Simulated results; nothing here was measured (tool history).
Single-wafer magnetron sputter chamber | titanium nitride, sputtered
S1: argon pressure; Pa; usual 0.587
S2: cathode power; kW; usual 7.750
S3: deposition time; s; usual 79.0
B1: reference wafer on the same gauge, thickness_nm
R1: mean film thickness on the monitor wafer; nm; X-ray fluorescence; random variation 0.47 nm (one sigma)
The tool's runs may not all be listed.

run   hour     S1     S2    S3      B1       R1
  1    0.0  0.587  7.750  79.0  82.373   97.838
  2   33.4  0.587  7.750  79.0  82.340   98.132
  3   51.2  0.587  7.750  79.0  82.211   97.763
  4   79.7  0.587  7.750  79.0  82.148   98.161
  5  114.5  0.587  7.750  79.0  82.542   98.332
  6  150.2  0.587  7.750  79.0  82.304   97.755
     174.6  -- sputter target and shields replaced
  7  180.5  0.587  7.750  79.0  82.382   98.748
     197.3  -- magnet pack replaced, of another model than before
  8  204.9  0.587  7.750  79.0  82.324   99.113
  9  226.4  0.587  7.750  79.0  82.297   99.460
 10  253.4  0.587  7.750  79.0  82.307   98.379
 11  272.2  0.677  8.550  79.0  82.187  107.019
 12  295.3  0.677  8.550  79.0  82.374  106.136
 13  316.7  0.443  6.550  79.0  82.204   85.968
 14  348.9  0.587  6.950  79.0  82.278   88.018
     363.2  -- capacitance manometer re-zeroed and calibrated
 15  383.0  0.587  8.700  70.8  82.244   98.378
 16  411.3  0.587  6.050  79.0  82.250   76.254
 17  442.9  0.587  7.750  79.0  82.542   97.116
 18  466.3  0.465  7.750  79.0  82.373  100.578
     483.1  -- sputter target and shields replaced
     491.8  -- gauge calibrated
 19  501.2  0.646  8.750  93.2  82.408  130.945
 20  535.7  0.482  8.450  86.1  82.255  120.433
 21  580.8  0.587  7.750  79.0  82.313   98.383
 22  593.2  0.587  7.750  79.0  82.270   99.112
 23  611.1  0.806  6.300  72.6  82.363   70.516
 24  627.1  0.587  7.000  73.9  82.332   83.817
 25  642.2  0.389  7.050  67.2  82.172   79.977

Forecast each of these 3 alternatives for the next run:
  A  642.6  0.661  7.750  79.0   ?   ?
  B  642.6  0.587  7.750  64.5   ?   ?
  C  642.6  0.587  6.850  84.6   ?   ?

run      B1      R1
  A  82.300  96.349
  B  82.300  80.090
  C  82.300  92.849
Without the tool's hidden state the same runs would have given:
run      R1
  A  97.555
  B  81.093
  C  94.012

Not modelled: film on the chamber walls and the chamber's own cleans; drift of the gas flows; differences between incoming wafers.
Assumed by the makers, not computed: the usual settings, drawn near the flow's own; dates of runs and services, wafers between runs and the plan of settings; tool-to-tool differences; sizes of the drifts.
